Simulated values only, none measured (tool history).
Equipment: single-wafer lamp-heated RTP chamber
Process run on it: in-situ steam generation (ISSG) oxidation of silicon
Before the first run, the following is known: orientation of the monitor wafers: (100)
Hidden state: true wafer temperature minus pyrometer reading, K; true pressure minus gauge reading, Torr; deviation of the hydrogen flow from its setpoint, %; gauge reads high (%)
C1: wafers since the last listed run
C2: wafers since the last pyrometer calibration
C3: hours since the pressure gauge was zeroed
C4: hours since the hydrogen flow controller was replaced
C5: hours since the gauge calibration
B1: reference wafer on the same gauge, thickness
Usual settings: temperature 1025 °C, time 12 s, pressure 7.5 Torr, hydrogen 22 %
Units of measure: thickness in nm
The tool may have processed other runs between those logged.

Run 1, hour 0: usual settings; C1 0; C2 1097; C3 2533.7; C4 3334; C5 1975.4; B1 4.391. Result: thickness 4.914 nm.
Run 2, hour 101.5: usual settings; C1 713; C2 1811; C3 2635.2; C4 3435.5; C5 2076.9; B1 4.39. Result: thickness 4.931 nm.
Run 3, hour 189.8: usual settings; C1 620; C2 2431; C3 2723.5; C4 3523.8; C5 2165.2; B1 4.39. Result: thickness 4.89 nm.
Run 4, hour 271.1: usual settings; C1 571; C2 3003; C3 2804.8; C4 3605.1; C5 2246.5; B1 4.39. Result: thickness 4.932 nm.
Run 5, hour 321.4: usual settings but time 11 s, pressure 6.9 Torr; C1 353; C2 3357; C3 2855.1; C4 3655.4; C5 2296.8; B1 4.391. Result: thickness 4.723 nm.
Run 6, hour 385.4: usual settings but time 11 s, pressure 6.9 Torr; C1 449; C2 3807; C3 2919.1; C4 3719.4; C5 2360.8; B1 4.395. Result: thickness 4.715 nm.
Run 7, hour 482.6: usual settings but time 11 s, pressure 6.9 Torr; C1 683; C2 4490; C3 3016.3; C4 3816.6; C5 2458; B1 4.388. Result: thickness 4.759 nm.
Run 8, hour 556.7: usual settings; C1 520; C2 5011; C3 3090.4; C4 3890.7; C5 2532.1; B1 4.39. Result: thickness 4.99 nm.
At hour 577.2: pyrometer window cleaned and pyrometer calibrated.
Run 9, hour 650.5: usual settings; C1 603; C2 515; C3 3184.2; C4 3984.5; C5 2625.9; B1 4.392. Result: thickness 4.907 nm.
Run 10, hour 698.1: usual settings; C1 334; C2 850; C3 3231.8; C4 4032.1; C5 2673.5; B1 4.389. Result: thickness 4.897 nm.
Run 11, hour 768.2: usual settings but time 13 s, pressure 6.9 Torr; C1 492; C2 1342; C3 3301.9; C4 4102.2; C5 2743.6; B1 4.389. Result: thickness 5.053 nm.
Run 12, hour 853.3: usual settings but time 9 s; C1 598; C2 1941; C3 3387; C4 4187.3; C5 2828.7; B1 4.392. Result: thickness 4.327 nm.
Run 13, hour 935.7: usual settings but temperature 1011 °C, pressure 8.6 Torr; C1 579; C2 2520; C3 3469.4; C4 4269.7; C5 2911.1; B1 4.389. Result: thickness 4.636 nm.
At hour 950.9: hydrogen flow controller replaced.
Run 14, hour 986.8: usual settings but temperature 1033 °C, pressure 8.9 Torr, hydrogen 13 %; C1 303; C2 2823; C3 3520.5; C4 35.9; C5 2962.2; B1 4.392. Result: thickness 4.489 nm.
Run 15, hour 1087.6: usual settings but temperature 1040 °C, hydrogen 31 %; C1 708; C2 3532; C3 3621.3; C4 136.7; C5 3063; B1 4.391. Result: thickness 5.823 nm.
Run 16, hour 1201.4: usual settings but temperature 1032 °C, time 10 s, hydrogen 29 %; C1 800; C2 4332; C3 3735.1; C4 250.5; C5 3176.8; B1 4.39. Result: thickness 5.084 nm.
Run 17, hour 1278.8: usual settings but temperature 1035 °C; C1 544; C2 4876; C3 3812.5; C4 327.9; C5 3254.2; B1 4.391. Result: thickness 5.213 nm.
Run 18, hour 1342.6: usual settings but pressure 8.3 Torr; C1 448; C2 5325; C3 3876.3; C4 391.7; C5 3318; B1 4.39. Result: thickness 5.013 nm.
At hour 1382.9: pyrometer window cleaned and pyrometer calibrated.
Run 19, hour 1419.1: usual settings but time 16 s, hydrogen 15 %; C1 481; C2 254; C3 3952.8; C4 468.2; C5 3394.5; B1 4.389. Result: thickness 5.134 nm.
Run 20, hour 1473.4: usual settings; C1 381; C2 636; C3 4007.1; C4 522.5; C5 3448.8; B1 4.39. Result: thickness 4.932 nm.
At hour 1507.5: pressure gauge zeroed.
Run 21, hour 1541.5: usual settings but temperature 1032 °C, time 10 s, pressure 8.2 Torr, hydrogen 26 %; C1 422; C2 1058; C3 34; C4 590.6; C5 3516.9; B1 4.388. Result: thickness 4.855 nm.
Run 22, hour 1623.4: usual settings but time 8 s, pressure 6.9 Torr; C1 575; C2 1634; C3 115.9; C4 672.5; C5 3598.8; B1 4.388. Result: thickness 4.075 nm.
At hour 1647.1: gauge calibrated.
Run 23, hour 1699.5: usual settings but temperature 1040 °C; C1 535; C2 2169; C3 192; C4 748.6; C5 52.4; B1 4.387. Result: thickness 5.237 nm.
Run 24, hour 1800.4: usual settings but temperature 1016 °C, time 10 s, pressure 6.9 Torr; C1 709; C2 2878; C3 292.9; C4 849.5; C5 153.3; B1 4.387. Result: thickness 4.347 nm.
Run 25, hour 1881.1: usual settings but time 9 s, pressure 6.9 Torr; C1 567; C2 3446; C3 373.6; C4 930.2; C5 234; B1 4.39. Result: thickness 4.311 nm.
Run 26, hour 2102.8: usual settings but temperature 1044 °C, time 9 s; C1 1558; C2 5005; C3 595.3; C4 1151.9; C5 455.7; B1 4.391. Result: thickness 4.708 nm.
At hour 2181: pyrometer window cleaned and pyrometer calibrated.
Run 27, hour 2181.5: usual settings but pressure 8 Torr, hydrogen 28 %; C1 497; C2 3; C3 674; C4 1230.6; C5 534.4; B1 4.386. Result: thickness 5.217 nm.
Run 28, hour 2214.6: usual settings; C1 232; C2 236; C3 707.1; C4 1263.7; C5 567.5; B1 4.391. Result: thickness 4.894 nm.
Run 29, hour 2303.6: usual settings but time 10 s, pressure 7.1 Torr; C1 625; C2 862; C3 796.1; C4 1352.7; C5 656.5; B1 4.387. Result: thickness 4.478 nm.
Run 30, hour 2379.1: usual settings; C1 530; C2 1393; C3 871.6; C4 1428.2; C5 732; B1 4.393. Result: thickness 4.891 nm.
Run 31, hour 2431.1: usual settings but hydrogen 25 %; C1 365; C2 1758; C3 923.6; C4 1480.2; C5 784; B1 4.392. Result: thickness 5.084 nm.

Describe how what the log doesn't record of the tool's condition differs between the last listed run preceding each entry between runs and the first listed run following it.
Logged between run 8 and run 9: pyrometer window cleaned and pyrometer calibrated (hour 577.2)
  true wafer temperature minus pyrometer reading, K: 4.64 -> 0.367
  difference, measured minus the result without the unlogged condition, thickness: +0.096 -> +0.008 nm
Logged between run 13 and run 14: hydrogen flow controller replaced (hour 950.9)
  true wafer temperature minus pyrometer reading, K: 1.35 -> 1.66
  difference, measured minus the result without the unlogged condition, thickness: +0.023 -> +0.032 nm
Logged between run 18 and run 19: pyrometer window cleaned and pyrometer calibrated (hour 1382.9)
  true wafer temperature minus pyrometer reading, K: 4.99 -> 0.649
  difference, measured minus the result without the unlogged condition, thickness: +0.103 -> +0.015 nm
Logged between run 20 and run 21: pressure gauge zeroed (hour 1507.5)
  true wafer temperature minus pyrometer reading, K: 0.703 -> 0.838
  difference, measured minus the result without the unlogged condition, thickness: +0.014 -> +0.016 nm
Logged between run 22 and run 23: gauge calibrated (hour 1647.1)
  true wafer temperature minus pyrometer reading, K: 1.1 -> 1.44
  difference, measured minus the result without the unlogged condition, thickness: +0.016 -> +0.034 nm
Logged between run 26 and run 27: pyrometer window cleaned and pyrometer calibrated (hour 2181)
  true wafer temperature minus pyrometer reading, K: 4.76 -> 0.041
  difference, measured minus the result without the unlogged condition, thickness: +0.096 -> +0.001 nm
